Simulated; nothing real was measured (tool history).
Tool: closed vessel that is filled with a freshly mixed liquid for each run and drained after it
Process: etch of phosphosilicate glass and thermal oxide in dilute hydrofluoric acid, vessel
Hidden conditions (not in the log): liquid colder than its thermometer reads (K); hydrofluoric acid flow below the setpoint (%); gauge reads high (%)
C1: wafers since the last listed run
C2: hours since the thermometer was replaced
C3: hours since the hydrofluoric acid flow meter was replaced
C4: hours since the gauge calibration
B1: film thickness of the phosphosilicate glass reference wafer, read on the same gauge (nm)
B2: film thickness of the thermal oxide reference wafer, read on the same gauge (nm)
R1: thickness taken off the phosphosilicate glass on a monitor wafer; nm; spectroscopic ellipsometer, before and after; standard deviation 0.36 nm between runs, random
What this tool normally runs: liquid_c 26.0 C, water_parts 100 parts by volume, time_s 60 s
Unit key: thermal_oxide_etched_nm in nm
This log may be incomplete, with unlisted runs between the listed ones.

run 1 day=0.000 | liquid_c=26.0 water_parts=100 time_s=60 | C1=0 C2=705.1 C3=2316.3 C4=288.8 | B1=49.99 B2=70.004 | R1=56.06 thermal_oxide_etched_nm=3.188
run 2 day=0.496 | liquid_c=26.0 water_parts=100 time_s=60 | C1=1568 C2=717.0 C3=2328.2 C4=300.7 | B1=50.01 B2=69.991 | R1=56.00 thermal_oxide_etched_nm=3.210
run 3 day=1.433 | liquid_c=26.0 water_parts=100 time_s=60 | C1=2965 C2=739.5 C3=2350.7 C4=323.2 | B1=49.97 B2=70.007 | R1=56.30 thermal_oxide_etched_nm=3.205
run 4 day=1.892 | liquid_c=26.0 water_parts=100 time_s=50 | C1=1449 C2=750.5 C3=2361.7 C4=334.2 | B1=50.05 B2=69.984 | R1=46.85 thermal_oxide_etched_nm=2.687
run 5 day=2.304 | liquid_c=26.0 water_parts=100 time_s=50 | C1=1304 C2=760.4 C3=2371.6 C4=344.1 | B1=49.97 B2=69.992 | R1=47.47 thermal_oxide_etched_nm=2.673
run 6 day=2.900 | liquid_c=26.0 water_parts=100 time_s=50 | C1=1884 C2=774.7 C3=2385.9 C4=358.4 | B1=49.96 B2=70.010 | R1=46.68 thermal_oxide_etched_nm=2.725
run 7 day=3.175 | liquid_c=26.0 water_parts=100 time_s=60 | C1=869 C2=781.3 C3=2392.5 C4=365.0 | B1=50.00 B2=70.005 | R1=56.66 thermal_oxide_etched_nm=3.189
-- day=3.183 gauge calibrated
run 8 day=3.767 | liquid_c=26.0 water_parts=85 time_s=45 | C1=1871 C2=795.5 C3=2406.7 C4=14.0 | B1=50.02 B2=70.005 | R1=50.31 thermal_oxide_etched_nm=2.895
run 9 day=4.292 | liquid_c=26.0 water_parts=85 time_s=45 | C1=1660 C2=808.1 C3=2419.3 C4=26.6 | B1=49.99 B2=69.997 | R1=50.61 thermal_oxide_etched_nm=2.925
run 10 day=4.588 | liquid_c=27.5 water_parts=115 time_s=60 | C1=935 C2=815.2 C3=2426.4 C4=33.7 | B1=49.99 B2=69.989 | R1=51.20 thermal_oxide_etched_nm=2.917
run 11 day=4.921 | liquid_c=26.0 water_parts=100 time_s=60 | C1=1054 C2=823.2 C3=2434.4 C4=41.7 | B1=49.94 B2=69.999 | R1=55.76 thermal_oxide_etched_nm=3.227
-- day=5.254 hydrofluoric acid flow meter replaced
run 12 day=5.508 | liquid_c=24.5 water_parts=115 time_s=50 | C1=1726 C2=837.3 C3=6.1 C4=55.8 | B1=50.00 B2=69.976 | R1=37.46 thermal_oxide_etched_nm=2.173
run 13 day=6.200 | liquid_c=27.5 water_parts=115 time_s=60 | C1=2187 C2=853.9 C3=22.7 C4=72.4 | B1=49.97 B2=69.994 | R1=51.65 thermal_oxide_etched_nm=2.911
run 14 day=6.888 | liquid_c=24.0 water_parts=100 time_s=60 | C1=2174 C2=870.4 C3=39.2 C4=88.9 | B1=49.99 B2=70.006 | R1=51.62 thermal_oxide_etched_nm=2.986
run 15 day=7.362 | liquid_c=24.0 water_parts=75 time_s=50 | C1=1502 C2=881.8 C3=50.6 C4=100.3 | B1=49.96 B2=70.002 | R1=59.28 thermal_oxide_etched_nm=3.425
run 16 day=7.696 | liquid_c=23.0 water_parts=150 time_s=85 | C1=1054 C2=889.8 C3=58.6 C4=108.3 | B1=49.97 B2=69.991 | R1=44.64 thermal_oxide_etched_nm=2.498
run 17 day=7.946 | liquid_c=29.5 water_parts=70 time_s=95 | C1=790 C2=895.8 C3=64.6 C4=114.3 | B1=50.03 B2=70.007 | R1=151.62 thermal_oxide_etched_nm=8.585

Estimate the outcome of run 18 from the log above:
-- day=8.008 thermometer replaced
run 18 day=8.446 | liquid_c=30.5 water_parts=130 time_s=40 | C1=1449 C2=10.5 C3=76.6 C4=126.3 | B1=? B2=? | R1=? thermal_oxide_etched_nm=?

{"run 18": {"B1": 50.01, "B2": 69.998, "R1": 32.58, "thermal_oxide_etched_nm": 1.895}}
Were there no unlogged condition in the tool, this run, its random variation unchanged, would have produced R1 32.58 nm, thermal_oxide_etched_nm 1.895 nm.
